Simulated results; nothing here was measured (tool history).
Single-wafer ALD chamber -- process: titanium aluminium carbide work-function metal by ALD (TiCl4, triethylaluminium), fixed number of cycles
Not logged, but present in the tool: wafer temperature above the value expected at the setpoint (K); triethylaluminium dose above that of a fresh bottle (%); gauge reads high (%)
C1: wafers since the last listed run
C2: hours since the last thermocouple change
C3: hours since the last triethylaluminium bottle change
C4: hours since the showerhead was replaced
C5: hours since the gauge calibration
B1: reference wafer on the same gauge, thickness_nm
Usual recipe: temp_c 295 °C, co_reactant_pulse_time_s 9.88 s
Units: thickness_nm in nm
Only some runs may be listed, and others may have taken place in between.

Run 1, day 0.000: usual settings but temp_c 304 °C, co_reactant_pulse_time_s 8.86 s; C1 0; C2 440.7; C3 922.3; C4 2869.0; C5 792.5; B1 2.070. Result: thickness_nm 2.002 nm.
Run 2, day 1.454: usual settings but temp_c 304 °C, co_reactant_pulse_time_s 8.86 s; C1 411; C2 475.6; C3 957.2; C4 2903.9; C5 827.4; B1 2.072. Result: thickness_nm 1.993 nm.
Run 3, day 2.054: usual settings but temp_c 304 °C, co_reactant_pulse_time_s 8.86 s; C1 169; C2 490.0; C3 971.6; C4 2918.3; C5 841.8; B1 2.070. Result: thickness_nm 1.988 nm.
Run 4, day 2.779: usual settings but temp_c 301 °C, co_reactant_pulse_time_s 11.27 s; C1 205; C2 507.4; C3 989.0; C4 2935.7; C5 859.2; B1 2.069. Result: thickness_nm 2.040 nm.
Run 5, day 4.204: usual settings; C1 403; C2 541.6; C3 1023.2; C4 2969.9; C5 893.4; B1 2.071. Result: thickness_nm 1.955 nm.
Run 6, day 5.612: usual settings; C1 398; C2 575.4; C3 1057.0; C4 3003.7; C5 927.2; B1 2.070. Result: thickness_nm 1.984 nm.
Run 7, day 6.392: usual settings but temp_c 305 °C; C1 220; C2 594.1; C3 1075.7; C4 3022.4; C5 945.9; B1 2.070. Result: thickness_nm 2.028 nm.
At day 7.075: showerhead replaced.
Run 8, day 7.721: usual settings but temp_c 305 °C; C1 281; C2 626.0; C3 1107.6; C4 15.5; C5 977.8; B1 2.071. Result: thickness_nm 2.027 nm.
Run 9, day 9.158: usual settings but temp_c 305 °C; C1 406; C2 660.5; C3 1142.1; C4 50.0; C5 1012.3; B1 2.075. Result: thickness_nm 2.016 nm.
Run 10, day 10.871: usual settings; C1 484; C2 701.6; C3 1183.2; C4 91.1; C5 1053.4; B1 2.068. Result: thickness_nm 1.959 nm.
At day 14.567: gauge calibrated.
Run 11, day 15.125: usual settings; C1 1203; C2 803.7; C3 1285.3; C4 193.2; C5 13.4; B1 2.073. Result: thickness_nm 1.947 nm.
Run 12, day 15.646: usual settings; C1 147; C2 816.2; C3 1297.8; C4 205.7; C5 25.9; B1 2.065. Result: thickness_nm 1.941 nm.
Run 13, day 16.658: usual settings; C1 286; C2 840.5; C3 1322.1; C4 230.0; C5 50.2; B1 2.071. Result: thickness_nm 1.936 nm.
Run 14, day 17.458: usual settings; C1 226; C2 859.7; C3 1341.3; C4 249.2; C5 69.4; B1 2.075. Result: thickness_nm 1.921 nm.
Run 15, day 18.342: usual settings but temp_c 307 °C; C1 249; C2 880.9; C3 1362.5; C4 270.4; C5 90.6; B1 2.068. Result: thickness_nm 2.008 nm.
Run 16, day 19.758: usual settings; C1 400; C2 914.9; C3 1396.5; C4 304.4; C5 124.6; B1 2.070. Result: thickness_nm 1.937 nm.
Run 17, day 21.238: usual settings but temp_c 283 °C, co_reactant_pulse_time_s 11.99 s; C1 418; C2 950.4; C3 1432.0; C4 339.9; C5 160.1; B1 2.070. Result: thickness_nm 1.922 nm.
Run 18, day 22.338: usual settings but temp_c 282 °C; C1 311; C2 976.8; C3 1458.4; C4 366.3; C5 186.5; B1 2.068. Result: thickness_nm 1.823 nm.
Run 19, day 22.954: usual settings but temp_c 290 °C, co_reactant_pulse_time_s 7.41 s; C1 174; C2 991.6; C3 1473.2; C4 381.1; C5 201.3; B1 2.069. Result: thickness_nm 1.692 nm.
Run 20, day 26.946: usual settings but temp_c 307 °C; C1 1129; C2 1087.4; C3 1569.0; C4 476.9; C5 297.1; B1 2.073. Result: thickness_nm 1.975 nm.
At day 27.400: triethylaluminium bottle replaced.
Run 21, day 28.188: usual settings but temp_c 282 °C, co_reactant_pulse_time_s 12.35 s; C1 256; C2 1117.2; C3 18.9; C4 506.7; C5 326.9; B1 2.071. Result: thickness_nm 1.944 nm.
Run 22, day 28.833: usual settings but temp_c 300 °C, co_reactant_pulse_time_s 13.19 s; C1 182; C2 1132.7; C3 34.4; C4 522.2; C5 342.4; B1 2.068. Result: thickness_nm 2.097 nm.
Run 23, day 29.717: usual settings but co_reactant_pulse_time_s 12.00 s; C1 249; C2 1153.9; C3 55.6; C4 543.4; C5 363.6; B1 2.072. Result: thickness_nm 2.055 nm.
Run 24, day 30.221: usual settings but temp_c 280 °C; C1 142; C2 1166.0; C3 67.7; C4 555.5; C5 375.7; B1 2.070. Result: thickness_nm 1.884 nm.
At day 31.046: thermocouple changed; heater temperature recalibrated.
Run 25, day 31.179: usual settings but temp_c 286 °C, co_reactant_pulse_time_s 11.76 s; C1 176; C2 3.2; C3 90.7; C4 578.5; C5 398.7; B1 2.073. Result: thickness_nm 1.930 nm.
Run 26, day 32.042: usual settings but co_reactant_pulse_time_s 13.53 s; C1 243; C2 23.9; C3 111.4; C4 599.2; C5 419.4; B1 2.071. Result: thickness_nm 2.023 nm.
Run 27, day 33.275: usual settings; C1 348; C2 53.5; C3 141.0; C4 628.8; C5 449.0; B1 2.067. Result: thickness_nm 1.966 nm.
Run 28, day 34.296: usual settings; C1 288; C2 78.0; C3 165.5; C4 653.3; C5 473.5; B1 2.068. Result: thickness_nm 1.949 nm.
Run 29, day 35.450: usual settings but temp_c 309 °C, co_reactant_pulse_time_s 12.42 s; C1 326; C2 105.7; C3 193.2; C4 681.0; C5 501.2; B1 2.065. Result: thickness_nm 2.117 nm.
Run 30, day 36.854: usual settings but temp_c 282 °C, co_reactant_pulse_time_s 7.50 s; C1 397; C2 139.4; C3 226.9; C4 714.7; C5 534.9; B1 2.071. Result: thickness_nm 1.767 nm.
Run 31, day 38.212: usual settings but temp_c 310 °C; C1 384; C2 172.0; C3 259.5; C4 747.3; C5 567.5; B1 2.067. Result: thickness_nm 2.096 nm.
Run 32, day 39.554: usual settings but temp_c 300 °C; C1 379; C2 204.2; C3 291.7; C4 779.5; C5 599.7; B1 2.071. Result: thickness_nm 2.000 nm.
Run 33, day 40.225: usual settings but temp_c 308 °C; C1 189; C2 220.3; C3 307.8; C4 795.6; C5 615.8; B1 2.068. Result: thickness_nm 2.075 nm.
Run 34, day 41.412: usual settings; C1 335; C2 248.8; C3 336.3; C4 824.1; C5 644.3; B1 2.068. Result: thickness_nm 1.995 nm.

Forecast each of these 3 alternatives for the next run:
Run A, day 41.429: usual settings; C1 4; C2 249.2; C3 336.7; C4 824.5; C5 644.7; B1 ?. Result: thickness_nm ?.
Run B, day 41.429: usual settings but temp_c 283 °C, co_reactant_pulse_time_s 11.90 s; C1 4; C2 249.2; C3 336.7; C4 824.5; C5 644.7; B1 ?. Result: thickness_nm ?.
Run C, day 41.429: usual settings but temp_c 280 °C, co_reactant_pulse_time_s 11.08 s; C1 4; C2 249.2; C3 336.7; C4 824.5; C5 644.7; B1 ?. Result: thickness_nm ?.

run     B1  thickness_nm
  A  2.068         1.963
  B  2.068         1.914
  C  2.068         1.878
What these runs would have given with no unlogged condition in the tool:
run  thickness_nm
  A         1.947
  B         1.892
  C         1.858
